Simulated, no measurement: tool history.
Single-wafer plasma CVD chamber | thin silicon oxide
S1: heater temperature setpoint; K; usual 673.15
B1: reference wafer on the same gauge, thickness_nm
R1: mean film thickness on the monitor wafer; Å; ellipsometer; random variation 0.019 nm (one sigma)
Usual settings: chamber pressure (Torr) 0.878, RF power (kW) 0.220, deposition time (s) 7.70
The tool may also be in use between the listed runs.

run 1 hour=0.0 | S1=673.15 chamber_pressure_(Torr)=0.878 RF_power_(kW)=0.220 deposition_time_(s)=7.70 | B1=12.402 | R1=121.55
run 2 hour=8.8 | S1=673.15 chamber_pressure_(Torr)=0.878 RF_power_(kW)=0.220 deposition_time_(s)=7.70 | B1=12.399 | R1=121.63
run 3 hour=17.0 | S1=673.15 chamber_pressure_(Torr)=0.878 RF_power_(kW)=0.220 deposition_time_(s)=7.70 | B1=12.411 | R1=121.90
run 4 hour=32.1 | S1=673.15 chamber_pressure_(Torr)=0.932 RF_power_(kW)=0.220 deposition_time_(s)=7.70 | B1=12.406 | R1=127.92
run 5 hour=44.7 | S1=673.15 chamber_pressure_(Torr)=0.932 RF_power_(kW)=0.220 deposition_time_(s)=7.70 | B1=12.404 | R1=128.14
run 6 hour=60.6 | S1=673.15 chamber_pressure_(Torr)=0.878 RF_power_(kW)=0.220 deposition_time_(s)=7.70 | B1=12.396 | R1=121.59
run 7 hour=75.8 | S1=673.15 chamber_pressure_(Torr)=0.878 RF_power_(kW)=0.245 deposition_time_(s)=7.70 | B1=12.392 | R1=125.80
-- hour=89.6 showerhead replaced
-- hour=92.1 thermocouple changed; heater temperature recalibrated
run 8 hour=92.6 | S1=673.15 chamber_pressure_(Torr)=0.878 RF_power_(kW)=0.220 deposition_time_(s)=7.70 | B1=12.396 | R1=121.78
run 9 hour=92.9 | S1=673.15 chamber_pressure_(Torr)=0.878 RF_power_(kW)=0.220 deposition_time_(s)=7.70 | B1=12.397 | R1=121.65
run 10 hour=99.0 | S1=673.15 chamber_pressure_(Torr)=0.878 RF_power_(kW)=0.220 deposition_time_(s)=7.70 | B1=12.403 | R1=121.84
-- hour=107.0 gauge calibrated
run 11 hour=130.9 | S1=673.15 chamber_pressure_(Torr)=0.878 RF_power_(kW)=0.220 deposition_time_(s)=7.70 | B1=12.407 | R1=121.67
run 12 hour=142.2 | S1=673.15 chamber_pressure_(Torr)=0.878 RF_power_(kW)=0.220 deposition_time_(s)=7.70 | B1=12.399 | R1=121.42
run 13 hour=153.9 | S1=673.15 chamber_pressure_(Torr)=0.785 RF_power_(kW)=0.220 deposition_time_(s)=8.69 | B1=12.400 | R1=124.41
run 14 hour=165.5 | S1=673.15 chamber_pressure_(Torr)=0.755 RF_power_(kW)=0.220 deposition_time_(s)=8.48 | B1=12.395 | R1=116.88
-- hour=173.7 RF generator calibrated
run 15 hour=174.2 | S1=673.15 chamber_pressure_(Torr)=0.818 RF_power_(kW)=0.185 deposition_time_(s)=8.71 | B1=12.392 | R1=119.89
run 16 hour=179.7 | S1=673.15 chamber_pressure_(Torr)=0.754 RF_power_(kW)=0.260 deposition_time_(s)=7.70 | B1=12.401 | R1=110.27
run 17 hour=187.4 | S1=684.15 chamber_pressure_(Torr)=0.878 RF_power_(kW)=0.200 deposition_time_(s)=6.35 | B1=12.397 | R1=94.68
-- hour=204.4 capacitance manometer re-zeroed and calibrated
-- hour=208.3 RF generator calibrated, repeated, since the last time left the tool worse
run 18 hour=208.8 | S1=673.15 chamber_pressure_(Torr)=0.754 RF_power_(kW)=0.260 deposition_time_(s)=7.70 | B1=12.399 | R1=114.37
run 19 hour=218.2 | S1=681.15 chamber_pressure_(Torr)=0.941 RF_power_(kW)=0.235 deposition_time_(s)=7.07 | B1=12.402 | R1=122.88
run 20 hour=224.5 | S1=678.15 chamber_pressure_(Torr)=1.081 RF_power_(kW)=0.220 deposition_time_(s)=7.70 | B1=12.395 | R1=144.18
run 21 hour=233.1 | S1=673.15 chamber_pressure_(Torr)=0.672 RF_power_(kW)=0.240 deposition_time_(s)=7.70 | B1=12.403 | R1=98.58
run 22 hour=250.1 | S1=679.15 chamber_pressure_(Torr)=0.878 RF_power_(kW)=0.265 deposition_time_(s)=7.70 | B1=12.394 | R1=131.19
run 23 hour=258.4 | S1=673.15 chamber_pressure_(Torr)=0.878 RF_power_(kW)=0.245 deposition_time_(s)=6.19 | B1=12.406 | R1=103.10
run 24 hour=265.4 | S1=673.15 chamber_pressure_(Torr)=0.878 RF_power_(kW)=0.220 deposition_time_(s)=7.70 | B1=12.399 | R1=123.54

The tool's hidden state at each run:
wafer temperature above the value expected at the setpoint (K): 0 in every run
true pressure above the setpoint (%): 0 in every run
gauge reads high (%): 0 in every run
H1: delivered RF power above the setpoint (%)
run=1 H1=-4.86
run=2 H1=-4.9
run=3 H1=-4.93
run=4 H1=-4.98
run=5 H1=-5.03
run=6 H1=-5.09
run=7 H1=-5.15
run=8 H1=-5.21
run=9 H1=-5.21
run=10 H1=-5.24
run=11 H1=-5.36
run=12 H1=-5.4
run=13 H1=-5.44
run=14 H1=-5.49
run=15 H1=-10.3
run=16 H1=-10.3
run=17 H1=-10.3
run=18 H1=-0.154
run=19 H1=-0.19
run=20 H1=-0.214
run=21 H1=-0.246
run=22 H1=-0.31
run=23 H1=-0.341
run=24 H1=-0.368

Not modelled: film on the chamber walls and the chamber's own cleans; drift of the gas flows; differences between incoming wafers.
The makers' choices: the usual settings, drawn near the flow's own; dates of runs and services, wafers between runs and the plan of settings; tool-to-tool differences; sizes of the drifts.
